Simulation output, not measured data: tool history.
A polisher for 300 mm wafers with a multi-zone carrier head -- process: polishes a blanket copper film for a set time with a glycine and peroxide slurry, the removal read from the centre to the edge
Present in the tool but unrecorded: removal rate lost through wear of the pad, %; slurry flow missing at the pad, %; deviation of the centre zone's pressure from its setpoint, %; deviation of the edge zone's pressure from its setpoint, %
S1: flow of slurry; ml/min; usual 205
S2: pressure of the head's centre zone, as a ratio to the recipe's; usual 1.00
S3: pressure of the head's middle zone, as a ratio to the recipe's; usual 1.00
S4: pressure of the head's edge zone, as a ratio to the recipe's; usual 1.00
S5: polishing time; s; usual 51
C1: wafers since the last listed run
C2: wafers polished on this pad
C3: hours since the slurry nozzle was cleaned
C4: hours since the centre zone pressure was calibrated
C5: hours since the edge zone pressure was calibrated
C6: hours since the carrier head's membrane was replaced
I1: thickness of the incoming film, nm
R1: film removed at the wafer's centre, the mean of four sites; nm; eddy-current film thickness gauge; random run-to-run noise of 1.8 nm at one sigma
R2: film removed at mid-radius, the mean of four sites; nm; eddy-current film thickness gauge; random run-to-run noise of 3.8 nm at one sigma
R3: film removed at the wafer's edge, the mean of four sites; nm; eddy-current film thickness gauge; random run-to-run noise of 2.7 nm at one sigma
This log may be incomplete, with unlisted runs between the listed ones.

| run | hour | S1 | S2 | S3 | S4 | S5 | C1 | C2 | C3 | C4 | C5 | C6 | I1 | R1 | R2 | R3 |
|---|---|---|---|---|---|---|---|---|---|---|---|---|---|---|---|---|
| 1 | 0.0 | 205 | 1.00 | 1.00 | 1.00 | 51 | 0 | 1831 | 291.4 | 537.2 | 45.3 | 746.0 | 2195.8 | 228.1 | 228.5 | 225.2 |
|  | 17.9 | carrier head's membrane replaced by a new one |
| 2 | 71.7 | 205 | 1.00 | 1.00 | 1.00 | 51 | 713 | 2545 | 363.1 | 608.9 | 117.0 | 53.8 | 2272.5 | 229.8 | 230.2 | 219.2 |
|  | 106.3 | worn pad replaced by a new one, repeated, since the last time left the tool worse |
| 3 | 156.7 | 205 | 0.98 | 1.00 | 1.00 | 51 | 866 | 539 | 448.1 | 693.9 | 202.0 | 138.8 | 2239.7 | 246.3 | 250.7 | 246.2 |
|  | 165.2 | centre zone pressure recalibrated |
| 4 | 220.7 | 205 | 0.98 | 1.00 | 1.00 | 51 | 662 | 1202 | 512.1 | 55.5 | 266.0 | 202.8 | 2248.8 | 246.0 | 245.4 | 251.1 |
| 5 | 282.6 | 205 | 1.00 | 1.00 | 1.00 | 51 | 661 | 1864 | 574.0 | 117.4 | 327.9 | 264.7 | 2217.7 | 250.7 | 248.4 | 248.0 |
| 6 | 377.3 | 205 | 1.00 | 0.97 | 1.00 | 51 | 1012 | 2876 | 668.7 | 212.1 | 422.6 | 359.4 | 2250.0 | 245.8 | 241.0 | 242.0 |
| 7 | 457.3 | 205 | 0.98 | 1.00 | 1.00 | 51 | 855 | 3732 | 748.7 | 292.1 | 502.6 | 439.4 | 2259.3 | 238.0 | 240.3 | 236.7 |
|  | 515.2 | worn pad replaced by a new one |
|  | 532.2 | slurry nozzle cleaned |
| 8 | 546.0 | 205 | 1.00 | 1.00 | 1.00 | 51 | 894 | 319 | 13.8 | 380.8 | 591.3 | 528.1 | 2229.3 | 251.4 | 255.2 | 250.9 |
| 9 | 592.6 | 145 | 0.94 | 0.95 | 1.00 | 38 | 498 | 817 | 60.4 | 427.4 | 637.9 | 574.7 | 2217.5 | 169.6 | 177.9 | 178.5 |
|  | 603.0 | carrier head's membrane replaced by a new one |
|  | 623.6 | edge zone pressure recalibrated |
| 10 | 662.1 | 205 | 1.00 | 1.07 | 1.06 | 35 | 668 | 1485 | 129.9 | 496.9 | 38.5 | 59.1 | 2269.9 | 171.3 | 174.2 | 172.4 |
| 11 | 747.8 | 205 | 1.00 | 1.00 | 1.00 | 51 | 916 | 2401 | 215.6 | 582.6 | 124.2 | 144.8 | 2244.4 | 249.2 | 238.7 | 241.8 |
| 12 | 850.8 | 205 | 1.00 | 0.90 | 1.00 | 66 | 1101 | 3503 | 318.6 | 685.6 | 227.2 | 247.8 | 2272.1 | 316.2 | 299.2 | 314.5 |
| 13 | 943.6 | 205 | 1.00 | 1.00 | 1.11 | 51 | 992 | 4495 | 411.4 | 778.4 | 320.0 | 340.6 | 2193.0 | 240.1 | 241.7 | 248.6 |
| 14 | 986.6 | 255 | 1.11 | 1.00 | 0.89 | 51 | 459 | 4955 | 454.4 | 821.4 | 363.0 | 383.6 | 2259.5 | 276.2 | 243.4 | 228.3 |
|  | 1029.2 | centre zone pressure recalibrated |
|  | 1037.6 | worn pad replaced by a new one |
| 15 | 1073.5 | 205 | 1.00 | 1.00 | 1.00 | 51 | 865 | 384 | 541.3 | 44.3 | 449.9 | 470.5 | 2225.5 | 255.6 | 248.7 | 249.4 |
| 16 | 1137.7 | 185 | 1.00 | 1.03 | 1.00 | 61 | 686 | 1070 | 605.5 | 108.5 | 514.1 | 534.7 | 2219.5 | 301.2 | 304.8 | 291.1 |
| 17 | 1223.9 | 260 | 1.00 | 1.07 | 0.96 | 36 | 921 | 1992 | 691.7 | 194.7 | 600.3 | 620.9 | 2244.6 | 183.4 | 182.4 | 172.3 |
|  | 1267.1 | carrier head's membrane replaced by a new one |
| 18 | 1267.6 | 205 | 1.00 | 1.00 | 1.09 | 34 | 413 | 2406 | 735.4 | 238.4 | 644.0 | 0.5 | 2237.6 | 166.1 | 163.6 | 165.9 |
|  | 1292.1 | edge zone pressure recalibrated |
|  | 1324.5 | slurry nozzle cleaned |
| 19 | 1327.7 | 205 | 1.00 | 1.00 | 1.00 | 51 | 610 | 3016 | 3.2 | 298.5 | 35.6 | 60.6 | 2255.7 | 250.1 | 240.9 | 242.3 |
| 20 | 1424.8 | 205 | 1.00 | 1.00 | 1.00 | 51 | 1038 | 4055 | 100.3 | 395.6 | 132.7 | 157.7 | 2240.3 | 243.2 | 235.2 | 243.0 |
| 21 | 1491.2 | 270 | 0.96 | 1.00 | 1.00 | 51 | 709 | 4765 | 166.7 | 462.0 | 199.1 | 224.1 | 2218.8 | 238.4 | 242.4 | 241.3 |

Consider 5 possible next runs. They are alternatives, not a sequence: every one starts from the tool as it was left by run 21. What does each give?
| A | 1491.6 | 205 | 1.00 | 1.04 | 1.00 | 51 | 4 | 4769 | 167.1 | 462.4 | 199.5 | 224.5 | 2217.7 | ? | ? | ? |
| B | 1491.6 | 205 | 0.97 | 1.00 | 1.00 | 51 | 4 | 4769 | 167.1 | 462.4 | 199.5 | 224.5 | 2217.7 | ? | ? | ? |
| C | 1491.6 | 205 | 1.00 | 1.00 | 0.96 | 67 | 4 | 4769 | 167.1 | 462.4 | 199.5 | 224.5 | 2217.7 | ? | ? | ? |
| D | 1491.6 | 155 | 0.97 | 1.07 | 1.00 | 40 | 4 | 4769 | 167.1 | 462.4 | 199.5 | 224.5 | 2217.7 | ? | ? | ? |
| E | 1491.6 | 205 | 1.00 | 1.00 | 1.00 | 67 | 4 | 4769 | 167.1 | 462.4 | 199.5 | 224.5 | 2217.7 | ? | ? | ? |

| run | R1 | R2 | R3 |
|---|---|---|---|
| A | 242.2 | 235.0 | 234.1 |
| B | 234.9 | 230.8 | 234.2 |
| C | 318.2 | 303.1 | 302.0 |
| D | 178.5 | 181.5 | 179.8 |
| E | 318.2 | 303.1 | 307.7 |
The same runs, with their run-to-run variation unchanged, on a tool lacking any hidden condition would have given:
| run | R1 | R2 | R3 |
|---|---|---|---|
| A | 256.7 | 249.0 | 248.1 |
| B | 248.9 | 244.5 | 248.2 |
| C | 337.1 | 321.2 | 320.0 |
| D | 189.1 | 192.3 | 190.5 |
| E | 337.1 | 321.2 | 326.0 |
